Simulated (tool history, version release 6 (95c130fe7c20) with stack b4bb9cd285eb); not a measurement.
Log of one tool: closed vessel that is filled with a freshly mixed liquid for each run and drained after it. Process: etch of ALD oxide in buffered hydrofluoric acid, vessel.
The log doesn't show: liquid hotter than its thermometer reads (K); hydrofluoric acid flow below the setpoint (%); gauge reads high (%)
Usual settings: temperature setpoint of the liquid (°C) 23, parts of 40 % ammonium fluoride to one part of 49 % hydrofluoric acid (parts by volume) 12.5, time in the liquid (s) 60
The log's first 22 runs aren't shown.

run    hour  temperature setpoint of the liquid (°C)  parts of 40 % ammonium fluoride to one part of 49 % hydrofluoric acid (parts by volume)  time in the liquid (s)  wafers since the last listed run  hours since the thermometer was replaced  hours since the hydrofluoric acid flow meter was replaced  hours since the gauge calibration  read-back film thickness of the ALD oxide reference wafer, read on the same gauge (nm)  thickness taken off the ALD oxide on a monitor wafer (Å)
 23   753.4                                     26.5                                                                                      8.5                      60                              2995                                     474.4                                                       86.5                              208.7                                                                                      50                                                    3302.1
 24   807.6                                       23                                                                                     12.5                      60                              6938                                     528.6                                                      140.7                              262.9                                                                                   50.02                                                    1930.5
 25   843.4                                     19.5                                                                                        9                      60                              4583                                     564.4                                                      176.5                              298.7                                                                                   49.99                                                    2105.5
 26   864.1                                     25.5                                                                                       17                      35                              2650                                     585.1                                                      197.2                              319.4                                                                                   50.01                                                     952.8
 27   888.4                                     25.5                                                                                       16                      35                              3110                                     609.4                                                      221.5                              343.7                                                                                   50.02                                                      1014
 28   911.5                                       28                                                                                     12.5                      60                              2957                                     632.5                                                      244.6                              366.8                                                                                   49.99                                                    2511.9
 29   941.6                                       19                                                                                     12.5                      70                              3853                                     662.6                                                      274.7                              396.9                                                                                   50.03                                                    1804.5
 30   956.3                                     26.5                                                                                      8.5                      60                              1881                                     677.3                                                      289.4                              411.6                                                                                   49.99                                                    3301.1
 31   987.1                                       23                                                                                       17                      60                              3943                                     708.1                                                      320.2                              442.4                                                                                      50                                                    1433.3
 32  1010.7                                       23                                                                                       11                      60                              3021                                     731.7                                                      343.8                                466                                                                                   50.01                                                    2191.5
 33  1034.8                                       26                                                                                     17.5                      60                              3085                                     755.8                                                      367.9                              490.1                                                                                   49.99                                                    1631.4
 34  1050.7                                       23                                                                                     12.5                      60                              2035                                     771.7                                                      383.8                                506                                                                                   50.02                                                    1945.6
 35  1082.7                                       23                                                                                       11                      60                              4096                                     803.7                                                      415.8                                538                                                                                   50.01                                                    2211.5

Forecast each of these 3 alternatives for the next run:
  A  1083.4                                       19                                                                                     12.5                      60                                89                                     804.4                                                      416.5                              538.7                                                                                       ?                                                         ?
  B  1083.4                                     27.5                                                                                     12.5                      60                                89                                     804.4                                                      416.5                              538.7                                                                                       ?                                                         ?
  C  1083.4                                       19                                                                                      8.5                      30                                89                                     804.4                                                      416.5                              538.7                                                                                       ?                                                         ?

run  read-back film thickness of the ALD oxide reference wafer, read on the same gauge (nm)  thickness taken off the ALD oxide on a monitor wafer (Å)
  A                                                                                   50.04                                                    1551.2
  B                                                                                   50.04                                                    2470.3
  C                                                                                   50.04                                                    1096.6
Without the tool's hidden state the same runs would have given:
run  thickness taken off the ALD oxide on a monitor wafer (Å)
  A                                                      1526
  B                                                    2432.4
  C                                                    1078.8
